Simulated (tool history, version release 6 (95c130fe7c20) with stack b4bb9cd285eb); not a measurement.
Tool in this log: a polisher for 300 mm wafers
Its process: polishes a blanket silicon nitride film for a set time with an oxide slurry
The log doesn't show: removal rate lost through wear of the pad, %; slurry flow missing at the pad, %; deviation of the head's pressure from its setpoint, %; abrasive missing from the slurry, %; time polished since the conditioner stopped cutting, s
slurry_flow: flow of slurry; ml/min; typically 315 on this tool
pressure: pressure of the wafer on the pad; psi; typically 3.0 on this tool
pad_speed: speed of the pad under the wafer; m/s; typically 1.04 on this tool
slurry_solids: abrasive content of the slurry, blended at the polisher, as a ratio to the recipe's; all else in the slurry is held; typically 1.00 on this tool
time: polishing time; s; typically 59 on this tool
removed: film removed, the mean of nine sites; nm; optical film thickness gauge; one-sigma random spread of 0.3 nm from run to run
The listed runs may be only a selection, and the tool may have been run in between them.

| run | hour | slurry_flow | pressure | pad_speed | slurry_solids | time | wafers since the last listed run | wafers polished on this pad | hours since the slurry nozzle was cleaned | hours since the head pressure was calibrated | hours since the slurry blender was calibrated | hours since the conditioning disc was replaced | incoming thickness of the incoming film, nm | removed |
|---|---|---|---|---|---|---|---|---|---|---|---|---|---|---|
| 1 | 0.0 | 350 | 3.0 | 1.04 | 1.00 | 59 | 0 | 812 | 362.6 | 108.5 | 179.7 | 173.7 | 631.3 | 32.7 |
| 2 | 65.5 | 350 | 3.0 | 1.04 | 1.00 | 59 | 715 | 1528 | 428.1 | 174.0 | 245.2 | 239.2 | 636.6 | 33.0 |
| 3 | 122.3 | 315 | 3.0 | 1.04 | 1.00 | 73 | 620 | 2149 | 484.9 | 230.8 | 302.0 | 296.0 | 624.6 | 40.1 |
| 4 | 185.2 | 315 | 3.0 | 1.04 | 0.90 | 59 | 687 | 2836 | 547.8 | 293.7 | 364.9 | 358.9 | 633.3 | 29.3 |
| 5 | 217.5 | 315 | 3.0 | 1.04 | 1.00 | 59 | 352 | 3189 | 580.1 | 326.0 | 397.2 | 391.2 | 626.2 | 31.8 |
| 6 | 245.9 | 315 | 3.0 | 1.04 | 1.00 | 59 | 310 | 3499 | 608.5 | 354.4 | 425.6 | 419.6 | 637.7 | 32.1 |
|  | 265.6 | conditioning disc replaced and pad reconditioned |
| 7 | 291.9 | 315 | 3.0 | 1.04 | 1.00 | 59 | 480 | 3980 | 654.5 | 400.4 | 471.6 | 26.3 | 634.5 | 32.0 |
|  | 325.8 | slurry blender recalibrated |
| 8 | 326.3 | 415 | 3.0 | 0.80 | 1.25 | 46 | 354 | 4334 | 688.9 | 434.8 | 0.5 | 60.7 | 643.5 | 23.8 |
|  | 344.1 | slurry nozzle cleaned |
| 9 | 362.0 | 235 | 3.3 | 1.04 | 1.00 | 59 | 379 | 4713 | 17.9 | 470.5 | 36.2 | 96.4 | 626.5 | 35.3 |
| 10 | 390.5 | 250 | 3.0 | 1.04 | 1.00 | 59 | 311 | 5025 | 46.4 | 499.0 | 64.7 | 124.9 | 634.0 | 32.5 |
|  | 399.3 | worn pad replaced by a new one |
| 11 | 446.9 | 315 | 3.0 | 1.04 | 1.00 | 53 | 572 | 520 | 102.8 | 555.4 | 121.1 | 181.3 | 621.0 | 29.7 |
| 12 | 499.0 | 315 | 3.0 | 1.04 | 1.00 | 59 | 569 | 1089 | 154.9 | 607.5 | 173.2 | 233.4 | 627.6 | 33.1 |
| 13 | 567.3 | 315 | 3.0 | 0.92 | 1.00 | 59 | 746 | 1836 | 223.2 | 675.8 | 241.5 | 301.7 | 632.4 | 29.2 |
|  | 615.1 | head pressure recalibrated |
| 14 | 618.7 | 380 | 2.4 | 0.90 | 1.00 | 59 | 539 | 2375 | 274.6 | 3.6 | 292.9 | 353.1 | 637.5 | 23.9 |
| 15 | 660.9 | 315 | 3.0 | 1.04 | 1.00 | 59 | 461 | 2837 | 316.8 | 45.8 | 335.1 | 395.3 | 630.3 | 32.0 |
| 16 | 729.1 | 235 | 3.3 | 1.04 | 1.00 | 59 | 745 | 3582 | 385.0 | 114.0 | 403.3 | 463.5 | 638.0 | 34.5 |
|  | 778.2 | slurry blender recalibrated |
|  | 778.3 | conditioning disc replaced and pad reconditioned |
| 17 | 799.6 | 315 | 3.0 | 1.38 | 0.85 | 59 | 747 | 4329 | 455.5 | 184.5 | 21.4 | 21.3 | 623.1 | 34.3 |
| 18 | 825.5 | 210 | 3.0 | 1.30 | 1.00 | 59 | 283 | 4612 | 481.4 | 210.4 | 47.3 | 47.2 | 620.2 | 36.9 |
| 19 | 886.3 | 315 | 3.0 | 1.04 | 1.00 | 59 | 664 | 5277 | 542.2 | 271.2 | 108.1 | 108.0 | 629.9 | 31.8 |
| 20 | 950.4 | 315 | 2.0 | 1.04 | 1.00 | 59 | 700 | 5977 | 606.3 | 335.3 | 172.2 | 172.1 | 631.3 | 21.7 |
|  | 963.1 | worn pad replaced by a new one |
| 21 | 1019.1 | 395 | 2.3 | 1.04 | 1.00 | 59 | 706 | 612 | 675.0 | 404.0 | 240.9 | 240.8 | 622.0 | 25.4 |
|  | 1061.7 | slurry nozzle cleaned |
| 22 | 1072.6 | 270 | 3.8 | 1.24 | 1.20 | 59 | 573 | 1185 | 10.9 | 457.5 | 294.4 | 294.3 | 636.1 | 53.3 |
| 23 | 1103.0 | 315 | 3.0 | 0.84 | 1.00 | 59 | 332 | 1517 | 41.3 | 487.9 | 324.8 | 324.7 | 638.8 | 27.7 |
| 24 | 1135.0 | 215 | 3.0 | 1.36 | 0.80 | 45 | 349 | 1867 | 73.3 | 519.9 | 356.8 | 356.7 | 638.2 | 24.0 |
| 25 | 1182.1 | 315 | 3.0 | 1.04 | 1.00 | 59 | 514 | 2382 | 120.4 | 567.0 | 403.9 | 403.8 | 622.7 | 32.7 |
| 26 | 1220.3 | 315 | 3.9 | 1.04 | 0.85 | 59 | 417 | 2799 | 158.6 | 605.2 | 442.1 | 442.0 | 626.2 | 36.1 |
| 27 | 1283.3 | 395 | 3.0 | 1.04 | 1.10 | 59 | 688 | 3488 | 221.6 | 668.2 | 505.1 | 505.0 | 636.2 | 35.1 |

What would each run have given without the hidden state, its run-to-run variation left as it was?
| run | removed |
|---|---|
| 1 | 33.2 |
| 2 | 33.6 |
| 3 | 41.1 |
| 4 | 30.2 |
| 5 | 32.8 |
| 6 | 33.1 |
| 7 | 33.1 |
| 8 | 24.5 |
| 9 | 35.5 |
| 10 | 32.8 |
| 11 | 29.9 |
| 12 | 33.4 |
| 13 | 29.7 |
| 14 | 24.3 |
| 15 | 32.6 |
| 16 | 35.5 |
| 17 | 35.3 |
| 18 | 38.4 |
| 19 | 32.9 |
| 20 | 22.5 |
| 21 | 26.3 |
| 22 | 53.6 |
| 23 | 27.9 |
| 24 | 24.3 |
| 25 | 33.0 |
| 26 | 36.6 |
| 27 | 35.5 |

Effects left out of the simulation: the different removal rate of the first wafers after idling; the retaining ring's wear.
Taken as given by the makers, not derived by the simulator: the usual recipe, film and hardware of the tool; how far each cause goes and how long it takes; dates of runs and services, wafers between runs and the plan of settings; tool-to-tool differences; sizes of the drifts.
